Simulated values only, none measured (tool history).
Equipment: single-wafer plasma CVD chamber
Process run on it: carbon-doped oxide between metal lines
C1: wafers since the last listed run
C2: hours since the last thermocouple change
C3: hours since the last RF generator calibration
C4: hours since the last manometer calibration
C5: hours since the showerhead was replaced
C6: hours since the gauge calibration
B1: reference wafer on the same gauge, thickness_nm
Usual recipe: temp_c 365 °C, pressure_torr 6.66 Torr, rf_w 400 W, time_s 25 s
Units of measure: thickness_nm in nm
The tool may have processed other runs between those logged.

run 1 day=0 | temp_c=365 pressure_torr=6.66 rf_w=400 time_s=25 | C1=0 C2=1820 C3=849.4 C4=1144.9 C5=87.4 C6=4.4 | B1=128.1 | thickness_nm=115.076
run 2 day=1.625 | temp_c=365 pressure_torr=7.87 rf_w=350 time_s=25 | C1=584 C2=1859 C3=888.4 C4=1183.9 C5=126.4 C6=43.4 | B1=128.035 | thickness_nm=103.343
run 3 day=5.454 | temp_c=365 pressure_torr=7.87 rf_w=350 time_s=25 | C1=1377 C2=1950.9 C3=980.3 C4=1275.8 C5=218.3 C6=135.3 | B1=128.064 | thickness_nm=102.927
run 4 day=8.708 | temp_c=365 pressure_torr=6.66 rf_w=445 time_s=25 | C1=1170 C2=2029 C3=1058.4 C4=1353.9 C5=296.4 C6=213.4 | B1=127.853 | thickness_nm=125.373
run 5 day=11.896 | temp_c=376 pressure_torr=6.66 rf_w=400 time_s=25 | C1=1146 C2=2105.5 C3=1134.9 C4=1430.4 C5=372.9 C6=289.9 | B1=127.9 | thickness_nm=111.267
-- day=14.238 capacitance manometer re-zeroed and calibrated
run 6 day=14.408 | temp_c=365 pressure_torr=6.66 rf_w=400 time_s=26.4 | C1=783 C2=2165.8 C3=1195.2 C4=4.1 C5=433.2 C6=350.2 | B1=128.088 | thickness_nm=121.184
run 7 day=16.879 | temp_c=365 pressure_torr=6.66 rf_w=400 time_s=26.4 | C1=888 C2=2225.1 C3=1254.5 C4=63.4 C5=492.5 C6=409.5 | B1=128.034 | thickness_nm=120.264
-- day=18.267 thermocouple changed; heater temperature recalibrated
run 8 day=21.312 | temp_c=365 pressure_torr=6.66 rf_w=400 time_s=25 | C1=1474 C2=73.1 C3=1360.9 C4=169.8 C5=598.9 C6=515.9 | B1=127.956 | thickness_nm=115.461
run 9 day=24.933 | temp_c=373 pressure_torr=5.87 rf_w=400 time_s=25 | C1=1302 C2=160 C3=1447.8 C4=256.7 C5=685.8 C6=602.8 | B1=127.977 | thickness_nm=111.635
run 10 day=26.817 | temp_c=354 pressure_torr=6.66 rf_w=400 time_s=20.5 | C1=677 C2=205.2 C3=1493 C4=301.9 C5=731 C6=648 | B1=127.874 | thickness_nm=98.125
run 11 day=29.542 | temp_c=371 pressure_torr=5.86 rf_w=430 time_s=21.5 | C1=979 C2=270.6 C3=1558.4 C4=367.3 C5=796.4 C6=713.4 | B1=128.086 | thickness_nm=102.036
run 12 day=31.983 | temp_c=369 pressure_torr=6.66 rf_w=370 time_s=25 | C1=878 C2=329.2 C3=1617 C4=425.9 C5=855 C6=772 | B1=127.948 | thickness_nm=106.886
run 13 day=35.754 | temp_c=365 pressure_torr=5.98 rf_w=460 time_s=25 | C1=1356 C2=419.7 C3=1707.5 C4=516.4 C5=945.5 C6=862.5 | B1=128.001 | thickness_nm=127.432
run 14 day=38.862 | temp_c=350 pressure_torr=7.6 rf_w=325 time_s=28.9 | C1=1117 C2=494.3 C3=1782.1 C4=591 C5=1020.1 C6=937.1 | B1=128.019 | thickness_nm=116.382
run 15 day=40.383 | temp_c=365 pressure_torr=6.66 rf_w=400 time_s=25 | C1=546 C2=530.8 C3=1818.6 C4=627.5 C5=1056.6 C6=973.6 | B1=127.843 | thickness_nm=114.89

What does the tool deliver on the next run?
-- day=41.1 RF generator calibrated
run 16 day=44.425 | temp_c=365 pressure_torr=6.66 rf_w=425 time_s=25 | C1=1333 C2=627.8 C3=79.8 C4=724.5 C5=1153.6 C6=1070.6 | B1=? | thickness_nm=?

{"run 16": {"B1": 128.096, "thickness_nm": 124.238}}
Without the tool's hidden state the same run would have given thickness_nm 126.571 nm.
